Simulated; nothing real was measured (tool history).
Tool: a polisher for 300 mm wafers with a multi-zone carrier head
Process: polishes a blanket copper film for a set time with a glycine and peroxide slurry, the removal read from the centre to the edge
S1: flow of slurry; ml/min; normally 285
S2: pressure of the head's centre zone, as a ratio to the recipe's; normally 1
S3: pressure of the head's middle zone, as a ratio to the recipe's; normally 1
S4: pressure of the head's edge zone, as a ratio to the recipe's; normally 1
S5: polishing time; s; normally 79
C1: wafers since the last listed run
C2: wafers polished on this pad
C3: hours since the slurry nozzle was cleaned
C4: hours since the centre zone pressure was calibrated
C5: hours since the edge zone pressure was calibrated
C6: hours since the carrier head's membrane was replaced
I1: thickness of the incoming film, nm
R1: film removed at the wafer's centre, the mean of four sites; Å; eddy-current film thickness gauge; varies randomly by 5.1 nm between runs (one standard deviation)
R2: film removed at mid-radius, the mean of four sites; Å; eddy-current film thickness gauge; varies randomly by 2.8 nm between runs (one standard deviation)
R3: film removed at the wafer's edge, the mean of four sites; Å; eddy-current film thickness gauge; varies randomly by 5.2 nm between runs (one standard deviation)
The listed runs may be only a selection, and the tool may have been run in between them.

{"run": 1, "hour": 0.0, "S1": 285, "S2": 1, "S3": 1, "S4": 1, "S5": 79, "C1": 0, "C2": 2616, "C3": 121.4, "C4": 385.2, "C5": 674.8, "C6": 1343, "I1": 2344.6, "R1": 4173, "R2": 4229, "R3": 4229}
{"run": 2, "hour": 60.1, "S1": 285, "S2": 1, "S3": 1, "S4": 1, "S5": 79, "C1": 441, "C2": 3057, "C3": 181.5, "C4": 445.3, "C5": 734.9, "C6": 1403.1, "I1": 2347.3, "R1": 4263, "R2": 4169, "R3": 4214}
{"run": 3, "hour": 102.5, "S1": 370, "S2": 1, "S3": 0.88, "S4": 1, "S5": 65, "C1": 311, "C2": 3368, "C3": 223.9, "C4": 487.7, "C5": 777.3, "C6": 1445.5, "I1": 2396.7, "R1": 3440, "R2": 3106, "R3": 3502}
{"hour": 123.3, "done": "carrier head's membrane replaced by a new one"}
{"run": 4, "hour": 145.8, "S1": 220, "S2": 0.95, "S3": 0.9, "S4": 0.93, "S5": 79, "C1": 281, "C2": 3649, "C3": 267.2, "C4": 531, "C5": 820.6, "C6": 22.5, "I1": 2431.9, "R1": 3895, "R2": 3649, "R3": 3962}
{"hour": 156.9, "done": "worn pad replaced by a new one"}
{"hour": 282.9, "done": "edge zone pressure recalibrated"}
{"run": 5, "hour": 327.7, "S1": 285, "S2": 1, "S3": 1.11, "S4": 1, "S5": 79, "C1": 1291, "C2": 1239, "C3": 449.1, "C4": 712.9, "C5": 44.8, "C6": 204.4, "I1": 2440.4, "R1": 4264, "R2": 4711, "R3": 4324}
{"run": 6, "hour": 382.5, "S1": 285, "S2": 1, "S3": 1, "S4": 1, "S5": 79, "C1": 402, "C2": 1641, "C3": 503.9, "C4": 767.7, "C5": 99.6, "C6": 259.2, "I1": 2398.6, "R1": 4257, "R2": 4302, "R3": 4328}
{"hour": 399.4, "done": "slurry nozzle cleaned"}
{"run": 7, "hour": 412.8, "S1": 285, "S2": 1, "S3": 0.88, "S4": 1, "S5": 79, "C1": 215, "C2": 1856, "C3": 13.4, "C4": 798, "C5": 129.9, "C6": 289.5, "I1": 2391.5, "R1": 4202, "R2": 3780, "R3": 4259}
{"run": 8, "hour": 473.3, "S1": 285, "S2": 1.09, "S3": 0.97, "S4": 1.07, "S5": 56, "C1": 444, "C2": 2300, "C3": 73.9, "C4": 858.5, "C5": 190.4, "C6": 350, "I1": 2396.6, "R1": 3121, "R2": 2911, "R3": 3141}
{"run": 9, "hour": 499.1, "S1": 285, "S2": 0.88, "S3": 1, "S4": 1, "S5": 79, "C1": 189, "C2": 2490, "C3": 99.7, "C4": 884.3, "C5": 216.2, "C6": 375.8, "I1": 2358.8, "R1": 3928, "R2": 4208, "R3": 4240}
{"hour": 536.6, "done": "centre zone pressure recalibrated"}
{"run": 10, "hour": 570.3, "S1": 285, "S2": 1, "S3": 1, "S4": 1, "S5": 79, "C1": 508, "C2": 2998, "C3": 170.9, "C4": 33.7, "C5": 287.4, "C6": 447, "I1": 2381.1, "R1": 4268, "R2": 4229, "R3": 4214}
{"run": 11, "hour": 637.0, "S1": 285, "S2": 1, "S3": 1, "S4": 1.04, "S5": 62, "C1": 489, "C2": 3487, "C3": 237.6, "C4": 100.4, "C5": 354.1, "C6": 513.7, "I1": 2413, "R1": 3271, "R2": 3256, "R3": 3363}
{"run": 12, "hour": 670.6, "S1": 285, "S2": 1, "S3": 1, "S4": 1.04, "S5": 62, "C1": 246, "C2": 3734, "C3": 271.2, "C4": 134, "C5": 387.7, "C6": 547.3, "I1": 2365.5, "R1": 3228, "R2": 3233, "R3": 3413}
{"hour": 676.1, "done": "worn pad replaced by a new one"}
{"run": 13, "hour": 738.8, "S1": 285, "S2": 1.08, "S3": 1, "S4": 1, "S5": 59, "C1": 471, "C2": 460, "C3": 339.4, "C4": 202.2, "C5": 455.9, "C6": 615.5, "I1": 2383.4, "R1": 3429, "R2": 3212, "R3": 3299}
{"run": 14, "hour": 798.8, "S1": 285, "S2": 1, "S3": 1, "S4": 1.11, "S5": 79, "C1": 440, "C2": 900, "C3": 399.4, "C4": 262.2, "C5": 515.9, "C6": 675.5, "I1": 2384.7, "R1": 4225, "R2": 4365, "R3": 4587}
{"run": 15, "hour": 864.1, "S1": 285, "S2": 1, "S3": 1, "S4": 1, "S5": 79, "C1": 479, "C2": 1380, "C3": 464.7, "C4": 327.5, "C5": 581.2, "C6": 740.8, "I1": 2398.9, "R1": 4204, "R2": 4214, "R3": 4319}
{"hour": 886.5, "done": "slurry nozzle cleaned"}
{"run": 16, "hour": 892.6, "S1": 285, "S2": 1, "S3": 1, "S4": 1, "S5": 79, "C1": 201, "C2": 1582, "C3": 6.1, "C4": 356, "C5": 609.7, "C6": 769.3, "I1": 2394.8, "R1": 4271, "R2": 4325, "R3": 4263}
{"run": 17, "hour": 929.0, "S1": 285, "S2": 0.96, "S3": 1, "S4": 1, "S5": 79, "C1": 267, "C2": 1849, "C3": 42.5, "C4": 392.4, "C5": 646.1, "C6": 805.7, "I1": 2403.5, "R1": 4229, "R2": 4257, "R3": 4322}
{"run": 18, "hour": 995.7, "S1": 285, "S2": 1, "S3": 1, "S4": 1, "S5": 79, "C1": 489, "C2": 2339, "C3": 109.2, "C4": 459.1, "C5": 712.8, "C6": 872.4, "I1": 2382.8, "R1": 4193, "R2": 4226, "R3": 4227}
{"run": 19, "hour": 1024.9, "S1": 340, "S2": 1, "S3": 1.08, "S4": 1, "S5": 55, "C1": 214, "C2": 2553, "C3": 138.4, "C4": 488.3, "C5": 742, "C6": 901.6, "I1": 2350.7, "R1": 2976, "R2": 3153, "R3": 3034}
{"run": 20, "hour": 1065.7, "S1": 285, "S2": 0.93, "S3": 1, "S4": 1, "S5": 99, "C1": 299, "C2": 2853, "C3": 179.2, "C4": 529.1, "C5": 782.8, "C6": 942.4, "I1": 2374.9, "R1": 4994, "R2": 5257, "R3": 5238}
{"run": 21, "hour": 1115.4, "S1": 285, "S2": 1, "S3": 1, "S4": 1, "S5": 79, "C1": 364, "C2": 3217, "C3": 228.9, "C4": 578.8, "C5": 832.5, "C6": 992.1, "I1": 2392.4, "R1": 4215, "R2": 4204, "R3": 4230}
{"run": 22, "hour": 1149.7, "S1": 285, "S2": 1.1, "S3": 1, "S4": 1, "S5": 64, "C1": 251, "C2": 3469, "C3": 263.2, "C4": 613.1, "C5": 866.8, "C6": 1026.4, "I1": 2340.9, "R1": 3493, "R2": 3385, "R3": 3397}
{"run": 23, "hour": 1179.2, "S1": 285, "S2": 1, "S3": 1, "S4": 1, "S5": 79, "C1": 216, "C2": 3686, "C3": 292.7, "C4": 642.6, "C5": 896.3, "C6": 1055.9, "I1": 2383.2, "R1": 4120, "R2": 4157, "R3": 4187}

Describe how what the log doesn't record of the tool's condition differs between the last listed run preceding each entry between runs and the first listed run following it.
Runs 3 to 4: carrier head's membrane replaced by a new one (hour 123.3)
  removal rate lost through wear of the pad, %: 5.36 -> 5.8
  the result without the hidden state subtracted from the measured one, R1: -195 -> -240 Å; R2: -176 -> -224 Å; R3: -199 -> -244 Å
Runs 4 to 5: worn pad replaced by a new one (hour 156.9); edge zone pressure recalibrated (hour 282.9)
  removal rate lost through wear of the pad, %: 5.8 -> 1.94
  the result without the hidden state subtracted from the measured one, R1: -240 -> -84 Å; R2: -224 -> -93 Å; R3: -244 -> -85 Å
Runs 6 to 7: slurry nozzle cleaned (hour 399.4)
  removal rate lost through wear of the pad, %: 2.49 -> 2.8
  the result without the hidden state subtracted from the measured one, R1: -109 -> -120 Å; R2: -110 -> -109 Å; R3: -111 -> -122 Å
Runs 9 to 10: centre zone pressure recalibrated (hour 536.6)
  removal rate lost through wear of the pad, %: 3.66 -> 4.38
  the result without the hidden state subtracted from the measured one, R1: -149 -> -195 Å; R2: -160 -> -193 Å; R3: -161 -> -193 Å
Runs 12 to 13: worn pad replaced by a new one (hour 676.1)
  removal rate lost through wear of the pad, %: 5.39 -> 1.01
  the result without the hidden state subtracted from the measured one, R1: -183 -> -35 Å; R2: -184 -> -33 Å; R3: -195 -> -33 Å
Runs 15 to 16: slurry nozzle cleaned (hour 886.5)
  removal rate lost through wear of the pad, %: 2.27 -> 2.56
  the result without the hidden state subtracted from the measured one, R1: -97 -> -112 Å; R2: -98 -> -113 Å; R3: -101 -> -112 Å
